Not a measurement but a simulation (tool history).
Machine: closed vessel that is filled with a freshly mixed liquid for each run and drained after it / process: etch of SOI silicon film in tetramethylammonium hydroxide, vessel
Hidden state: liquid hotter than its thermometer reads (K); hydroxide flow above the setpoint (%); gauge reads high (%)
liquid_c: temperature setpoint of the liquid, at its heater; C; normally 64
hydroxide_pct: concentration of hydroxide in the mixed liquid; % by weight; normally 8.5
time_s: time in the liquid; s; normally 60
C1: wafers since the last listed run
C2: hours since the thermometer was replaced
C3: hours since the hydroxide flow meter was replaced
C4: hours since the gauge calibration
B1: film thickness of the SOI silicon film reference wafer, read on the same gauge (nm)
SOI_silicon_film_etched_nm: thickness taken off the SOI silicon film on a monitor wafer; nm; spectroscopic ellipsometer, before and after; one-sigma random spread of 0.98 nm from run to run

{"run": 1, "hour": 0.0, "liquid_c": 64, "hydroxide_pct": 8.5, "time_s": 50, "C1": 0, "C2": 1767, "C3": 220.2, "C4": 843.6, "B1": 80.02, "SOI_silicon_film_etched_nm": 266.5}
{"run": 2, "hour": 63.3, "liquid_c": 64, "hydroxide_pct": 8.5, "time_s": 50, "C1": 8454, "C2": 1830.3, "C3": 283.5, "C4": 906.9, "B1": 80.01, "SOI_silicon_film_etched_nm": 264.61}
{"run": 3, "hour": 120.9, "liquid_c": 64, "hydroxide_pct": 7.5, "time_s": 60, "C1": 7693, "C2": 1887.9, "C3": 341.1, "C4": 964.5, "B1": 80.03, "SOI_silicon_film_etched_nm": 330.05}
{"run": 4, "hour": 189.6, "liquid_c": 64, "hydroxide_pct": 8.5, "time_s": 60, "C1": 9175, "C2": 1956.6, "C3": 409.8, "C4": 1033.2, "B1": 79.97, "SOI_silicon_film_etched_nm": 318.94}
{"run": 5, "hour": 288.6, "liquid_c": 64, "hydroxide_pct": 8.5, "time_s": 60, "C1": 13222, "C2": 2055.6, "C3": 508.8, "C4": 1132.2, "B1": 80.01, "SOI_silicon_film_etched_nm": 318.84}
{"run": 6, "hour": 327.1, "liquid_c": 64, "hydroxide_pct": 8.5, "time_s": 60, "C1": 5142, "C2": 2094.1, "C3": 547.3, "C4": 1170.7, "B1": 80.02, "SOI_silicon_film_etched_nm": 318.49}
{"run": 7, "hour": 401.0, "liquid_c": 67.5, "hydroxide_pct": 8.5, "time_s": 60, "C1": 9870, "C2": 2168, "C3": 621.2, "C4": 1244.6, "B1": 79.99, "SOI_silicon_film_etched_nm": 392.9}
{"run": 8, "hour": 473.3, "liquid_c": 64, "hydroxide_pct": 8.5, "time_s": 60, "C1": 9656, "C2": 2240.3, "C3": 693.5, "C4": 1316.9, "B1": 79.97, "SOI_silicon_film_etched_nm": 318.68}
{"run": 9, "hour": 511.1, "liquid_c": 64, "hydroxide_pct": 8.5, "time_s": 60, "C1": 5048, "C2": 2278.1, "C3": 731.3, "C4": 1354.7, "B1": 79.99, "SOI_silicon_film_etched_nm": 317.47}
{"run": 10, "hour": 558.6, "liquid_c": 64, "hydroxide_pct": 8.5, "time_s": 60, "C1": 6344, "C2": 2325.6, "C3": 778.8, "C4": 1402.2, "B1": 80.02, "SOI_silicon_film_etched_nm": 320.49}
{"hour": 594.3, "done": "thermometer replaced"}
{"run": 11, "hour": 623.1, "liquid_c": 66.5, "hydroxide_pct": 8.5, "time_s": 60, "C1": 8481, "C2": 28.8, "C3": 843.3, "C4": 1466.7, "B1": 80.04, "SOI_silicon_film_etched_nm": 348.19}
{"run": 12, "hour": 706.3, "liquid_c": 64, "hydroxide_pct": 8.5, "time_s": 60, "C1": 11112, "C2": 112, "C3": 926.5, "C4": 1549.9, "B1": 80.03, "SOI_silicon_film_etched_nm": 300.94}
{"run": 13, "hour": 745.3, "liquid_c": 59, "hydroxide_pct": 10.5, "time_s": 80, "C1": 5208, "C2": 151, "C3": 965.5, "C4": 1588.9, "B1": 80, "SOI_silicon_film_etched_nm": 270.72}
{"run": 14, "hour": 831.2, "liquid_c": 71.5, "hydroxide_pct": 10.5, "time_s": 50, "C1": 11472, "C2": 236.9, "C3": 1051.4, "C4": 1674.8, "B1": 80, "SOI_silicon_film_etched_nm": 363.03}
{"hour": 852.5, "done": "gauge calibrated"}
{"run": 15, "hour": 868.0, "liquid_c": 64, "hydroxide_pct": 8.5, "time_s": 30, "C1": 4914, "C2": 273.7, "C3": 1088.2, "C4": 15.5, "B1": 80.03, "SOI_silicon_film_etched_nm": 150.41}
{"run": 16, "hour": 932.8, "liquid_c": 58, "hydroxide_pct": 6.5, "time_s": 45, "C1": 8654, "C2": 338.5, "C3": 1153, "C4": 80.3, "B1": 79.98, "SOI_silicon_film_etched_nm": 169.2}
{"run": 17, "hour": 1014.9, "liquid_c": 68, "hydroxide_pct": 8.5, "time_s": 90, "C1": 10965, "C2": 420.6, "C3": 1235.1, "C4": 162.4, "B1": 80, "SOI_silicon_film_etched_nm": 571.57}
{"run": 18, "hour": 1099.1, "liquid_c": 60.5, "hydroxide_pct": 8.5, "time_s": 60, "C1": 11245, "C2": 504.8, "C3": 1319.3, "C4": 246.6, "B1": 79.97, "SOI_silicon_film_etched_nm": 241.39}
{"run": 19, "hour": 1206.0, "liquid_c": 64, "hydroxide_pct": 8.5, "time_s": 60, "C1": 14277, "C2": 611.7, "C3": 1426.2, "C4": 353.5, "B1": 79.96, "SOI_silicon_film_etched_nm": 298.6}
{"hour": 1273.2, "done": "hydroxide flow meter replaced"}
{"run": 20, "hour": 1278.4, "liquid_c": 68, "hydroxide_pct": 8.5, "time_s": 90, "C1": 9536, "C2": 684.1, "C3": 5.2, "C4": 425.9, "B1": 79.99, "SOI_silicon_film_etched_nm": 592.32}
{"run": 21, "hour": 1327.9, "liquid_c": 64, "hydroxide_pct": 8.5, "time_s": 60, "C1": 6611, "C2": 733.6, "C3": 54.7, "C4": 475.4, "B1": 79.99, "SOI_silicon_film_etched_nm": 310.53}
{"run": 22, "hour": 1384.0, "liquid_c": 59.5, "hydroxide_pct": 9.5, "time_s": 50, "C1": 7492, "C2": 789.7, "C3": 110.8, "C4": 531.5, "B1": 80.03, "SOI_silicon_film_etched_nm": 188.87}
{"run": 23, "hour": 1461.7, "liquid_c": 64, "hydroxide_pct": 8.5, "time_s": 35, "C1": 10377, "C2": 867.4, "C3": 188.5, "C4": 609.2, "B1": 80.01, "SOI_silicon_film_etched_nm": 181.58}
{"run": 24, "hour": 1554.7, "liquid_c": 64, "hydroxide_pct": 8.5, "time_s": 60, "C1": 12421, "C2": 960.4, "C3": 281.5, "C4": 702.2, "B1": 80, "SOI_silicon_film_etched_nm": 312.65}
{"run": 25, "hour": 1616.7, "liquid_c": 57.5, "hydroxide_pct": 9.5, "time_s": 30, "C1": 8280, "C2": 1022.4, "C3": 343.5, "C4": 764.2, "B1": 80.02, "SOI_silicon_film_etched_nm": 99.67}

Below are 4 alternative next runs, each starting from the tool's condition after run 25. Predict each:
{"run": "A", "hour": 1617.4, "liquid_c": 64, "hydroxide_pct": 8.5, "time_s": 60, "C1": 93, "C2": 1023.1, "C3": 344.2, "C4": 764.9, "B1": "?", "SOI_silicon_film_etched_nm": "?"}
{"run": "B", "hour": 1617.4, "liquid_c": 67.5, "hydroxide_pct": 11, "time_s": 70, "C1": 93, "C2": 1023.1, "C3": 344.2, "C4": 764.9, "B1": "?", "SOI_silicon_film_etched_nm": "?"}
{"run": "C", "hour": 1617.4, "liquid_c": 67, "hydroxide_pct": 6.5, "time_s": 60, "C1": 93, "C2": 1023.1, "C3": 344.2, "C4": 764.9, "B1": "?", "SOI_silicon_film_etched_nm": "?"}
{"run": "D", "hour": 1617.4, "liquid_c": 64, "hydroxide_pct": 9.5, "time_s": 60, "C1": 93, "C2": 1023.1, "C3": 344.2, "C4": 764.9, "B1": "?", "SOI_silicon_film_etched_nm": "?"}

run=A B1=79.99 SOI_silicon_film_etched_nm=312.5
run=B B1=79.99 SOI_silicon_film_etched_nm=409.37
run=C B1=79.99 SOI_silicon_film_etched_nm=405.27
run=D B1=79.99 SOI_silicon_film_etched_nm=299.57
Without the tool's unlogged condition, the same runs would have read:
run=A SOI_silicon_film_etched_nm=308.24
run=B SOI_silicon_film_etched_nm=404.31
run=C SOI_silicon_film_etched_nm=398.61
run=D SOI_silicon_film_etched_nm=296.02
